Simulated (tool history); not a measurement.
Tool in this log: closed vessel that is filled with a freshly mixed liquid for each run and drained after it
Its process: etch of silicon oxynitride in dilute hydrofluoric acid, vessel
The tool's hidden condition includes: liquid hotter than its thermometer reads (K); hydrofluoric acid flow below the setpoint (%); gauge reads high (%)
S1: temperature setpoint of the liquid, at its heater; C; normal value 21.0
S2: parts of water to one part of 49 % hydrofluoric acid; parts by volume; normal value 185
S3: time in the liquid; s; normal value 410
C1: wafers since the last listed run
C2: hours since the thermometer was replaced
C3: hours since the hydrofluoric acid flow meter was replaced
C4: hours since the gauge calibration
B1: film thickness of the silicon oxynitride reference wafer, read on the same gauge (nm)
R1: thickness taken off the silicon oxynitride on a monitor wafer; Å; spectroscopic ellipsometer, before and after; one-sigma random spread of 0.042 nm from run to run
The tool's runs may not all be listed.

| run | day | S1 | S2 | S3 | C1 | C2 | C3 | C4 | B1 | R1 |
|---|---|---|---|---|---|---|---|---|---|---|
| 1 | 0.000 | 21.0 | 185 | 410 | 0 | 827.8 | 2007.0 | 772.3 | 29.99 | 50.2 |
| 2 | 2.758 | 21.0 | 185 | 410 | 3279 | 894.0 | 2073.2 | 838.5 | 30.03 | 50.7 |
| 3 | 4.138 | 21.0 | 125 | 410 | 1639 | 927.1 | 2106.3 | 871.6 | 30.00 | 78.6 |
| 4 | 5.533 | 21.0 | 125 | 410 | 1659 | 960.6 | 2139.8 | 905.1 | 29.99 | 78.1 |
| 5 | 7.612 | 21.0 | 125 | 410 | 2472 | 1010.5 | 2189.7 | 955.0 | 30.02 | 78.2 |
| 6 | 9.696 | 21.0 | 185 | 410 | 2476 | 1060.5 | 2239.7 | 1005.0 | 30.01 | 51.0 |
| 7 | 12.538 | 21.0 | 185 | 410 | 3378 | 1128.7 | 2307.9 | 1073.2 | 30.01 | 50.6 |
|  | 12.850 | hydrofluoric acid flow meter replaced |
| 8 | 13.967 | 21.0 | 185 | 410 | 1649 | 1163.0 | 26.8 | 1107.5 | 29.99 | 50.8 |
| 9 | 15.796 | 21.0 | 185 | 410 | 2174 | 1206.9 | 70.7 | 1151.4 | 30.01 | 50.9 |
| 10 | 16.975 | 21.0 | 185 | 410 | 1401 | 1235.2 | 99.0 | 1179.7 | 29.97 | 51.2 |
|  | 17.046 | gauge calibrated |
| 11 | 19.538 | 21.0 | 185 | 410 | 3046 | 1296.7 | 160.5 | 59.8 | 30.00 | 51.9 |
| 12 | 20.571 | 22.5 | 160 | 605 | 1228 | 1321.5 | 185.3 | 84.6 | 30.00 | 95.1 |
| 13 | 22.700 | 17.5 | 245 | 645 | 2531 | 1372.6 | 236.4 | 135.7 | 29.96 | 50.6 |
| 14 | 25.688 | 21.0 | 185 | 410 | 3551 | 1444.3 | 308.1 | 207.4 | 29.98 | 51.6 |
|  | 26.879 | thermometer replaced |
| 15 | 28.521 | 26.0 | 185 | 410 | 3319 | 39.4 | 376.1 | 275.4 | 30.00 | 60.5 |
| 16 | 30.283 | 21.0 | 185 | 410 | 2095 | 81.7 | 418.4 | 317.7 | 30.02 | 47.6 |
| 17 | 32.371 | 18.0 | 250 | 545 | 2481 | 131.8 | 468.5 | 367.8 | 30.00 | 40.2 |

Run 18 comes next. What will it give?
| 18 | 34.042 | 17.0 | 120 | 560 | 1986 | 171.9 | 508.6 | 407.9 | ? | ? |

{"run 18": {"B1": 30.02, "R1": 89.7}}
Minus the tool's unlogged condition, the same run would have read R1 88.3 Å.
